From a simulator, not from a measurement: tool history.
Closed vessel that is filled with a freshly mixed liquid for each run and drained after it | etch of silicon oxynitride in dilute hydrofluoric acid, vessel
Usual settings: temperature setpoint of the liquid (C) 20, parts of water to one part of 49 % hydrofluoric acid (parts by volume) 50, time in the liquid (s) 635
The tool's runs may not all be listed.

run,hour,temperature setpoint of the liquid (C),parts of water to one part of 49 % hydrofluoric acid (parts by volume),time in the liquid (s),wafers since the last listed run,hours since the thermometer was replaced,hours since the hydrofluoric acid flow meter was replaced,hours since the gauge calibration,"read-back film thickness of the silicon oxynitride reference wafer, read on the same gauge (nm)",thickness taken off the silicon oxynitride on a monitor wafer (nm)
1,0,17,40,635,0,599.9,216.9,408.7,149.99,33.08
2,190.4,17,40,635,14141,790.3,407.3,599.1,150.01,33.9
3,280.1,20,50,635,6662,880,497,688.8,150.01,31.11
4,361,20,50,635,6008,960.9,577.9,769.7,149.98,31.46
5,402.6,20,70,635,3089,1002.5,619.5,811.3,149.99,22.38
# hour 467.2: hydrofluoric acid flow meter replaced
# hour 496.1: thermometer replaced
6,503.8,20,70,635,7367,7.7,36.6,912.5,150.02,21.02
7,799.9,20,70,635,21992,303.8,332.7,1208.6,150.03,21.71
8,863.1,20,45,635,4694,367,395.9,1271.8,149.97,34.28
9,917.5,20,50,635,4040,421.4,450.3,1326.2,150.03,31.14
10,985,24.5,70,315,5013,488.9,517.8,1393.7,149.96,13.5
11,1067.9,20,50,635,6157,571.8,600.7,1476.6,149.98,31.44
# hour 1118.9: hydrofluoric acid flow meter replaced
12,1243.7,20,70,635,12983,747.6,124.8,1652.4,150.03,21.17
13,1379.5,20,50,635,10086,883.4,260.6,1788.2,149.99,30.04
14,1449.2,20,40,635,5176,953.1,330.3,1857.9,149.97,38.39
15,1499.6,20,50,635,3743,1003.5,380.7,1908.3,150.01,30.44
16,1542.8,18,35,265,3208,1046.7,423.9,1951.5,150,16.48
# hour 1630.8: thermometer replaced
# hour 1691.5: gauge calibrated
17,1712,17.5,30,1000,12492,81.2,593.1,20.5,150.02,73.1
# hour 1763.4: hydrofluoric acid flow meter replaced
18,1798.6,18.5,50,295,6357,167.8,35.2,107.1,149.98,12.92
19,1856.9,17,50,635,4330,226.1,93.5,165.4,149.99,25.81
20,1956,17,70,910,7360,325.2,192.6,264.5,150.02,26.43
21,1993.5,21.5,40,275,2785,362.7,230.1,302,149.96,18.02
22,2039.6,18.5,35,340,3424,408.8,276.2,348.1,150,21.94
23,2119.4,23,65,635,5927,488.6,356,427.9,150,27.22
24,2222.9,20,50,295,7687,592.1,459.5,531.4,150.03,14.36
25,2260.2,20,50,635,2770,629.4,496.8,568.7,149.99,31.36
26,2332.8,17,25,940,5392,702,569.4,641.3,150,81.56
27,2410.8,20,50,635,5793,780,647.4,719.3,150.01,31.5
# hour 2449.7: hydrofluoric acid flow meter replaced
28,2516.3,22,25,430,7761,885.5,66.6,824.8,149.99,45.78
29,2589.2,22,35,525,5414,958.4,139.5,897.7,150,39.48
30,2630.2,20,50,635,3045,999.4,180.5,938.7,149.99,30.02
# hour 2697.5: thermometer replaced
31,2720,20,70,635,6595,22.5,270.3,1028.5,149.98,21.46

The same runs without the tool's hidden state, with the same run-to-run variation:
The hidden state here: liquid hotter than its thermometer reads (K); hydrofluoric acid flow above the setpoint (%); gauge reads high (%).
run,thickness taken off the silicon oxynitride on a monitor wafer (nm)
1,31.99
2,32.24
3,29.34
4,29.46
5,20.86
6,20.84
7,20.95
8,32.92
9,29.76
10,12.81
11,29.65
12,20.91
13,29.31
14,37.24
15,29.38
16,15.86
17,69.33
18,12.72
19,25.28
20,25.64
21,17.44
22,21.14
23,26.01
24,13.61
25,29.63
26,76.68
27,29.37
28,45.39
29,38.88
30,29.45
31,20.87

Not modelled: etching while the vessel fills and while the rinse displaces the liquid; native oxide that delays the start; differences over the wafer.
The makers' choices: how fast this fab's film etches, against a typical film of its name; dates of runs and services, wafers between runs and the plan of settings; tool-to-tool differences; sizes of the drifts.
